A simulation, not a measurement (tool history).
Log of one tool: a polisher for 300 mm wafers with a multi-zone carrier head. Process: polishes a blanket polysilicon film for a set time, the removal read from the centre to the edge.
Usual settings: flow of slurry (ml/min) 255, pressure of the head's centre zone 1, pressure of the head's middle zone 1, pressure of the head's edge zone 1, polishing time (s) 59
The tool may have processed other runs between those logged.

run	day	flow of slurry (ml/min)	pressure of the head's centre zone	pressure of the head's middle zone	pressure of the head's edge zone	polishing time (s)	incoming thickness of the incoming film, nm	film removed at the wafer's centre (Å)	film removed at mid-radius (Å)	film removed at the wafer's edge (Å)
1	0	255	1	1	1	59	1278.1	5346	4863	5070
2	1.2	255	1	1	1	59	1268.5	5311	4942	5009
3	2.238	255	1	1	1	59	1275.6	5228	4807	4919
# day 3.642: worn pad replaced by a new one
4	3.662	255	1	1	1	59	1263.5	5465	4966	5052
5	4.692	255	1.04	1	1	59	1277.2	5597	4959	5133
6	5.792	255	1.06	0.93	1	59	1268.7	5667	4582	5009
7	6.538	255	1.06	0.93	1	59	1263	5616	4468	4923
8	7.321	255	1.06	0.93	1	59	1278.2	5492	4363	4752
# day 7.846: worn pad replaced by a new one
9	7.875	320	1	1	1	59	1265.5	5516	5115	5103
# day 8.75: slurry nozzle cleaned
10	8.771	335	1	1	0.93	59	1266.1	5595	5025	4916
11	9.267	255	1	1	1	59	1245.9	5365	5005	4969
12	10.138	255	1	1	1	59	1281	5382	4779	4838
# day 10.504: edge zone pressure recalibrated
# day 11.538: worn pad replaced by a new one
13	11.558	255	1	1	1	59	1263.4	5482	4831	5086

What does the tool deliver on the next run?
14	12.292	255	0.9	0.91	1	43	1267.9	?	?	?

Run 14 gave film removed at the wafer's centre (Å) 3623, film removed at mid-radius (Å) 3312, film removed at the wafer's edge (Å) 3653.
If the tool had no hidden condition, the same run with the same run-to-run variation would have returned film removed at the wafer's centre (Å) 3253, film removed at mid-radius (Å) 3353, film removed at the wafer's edge (Å) 3695.
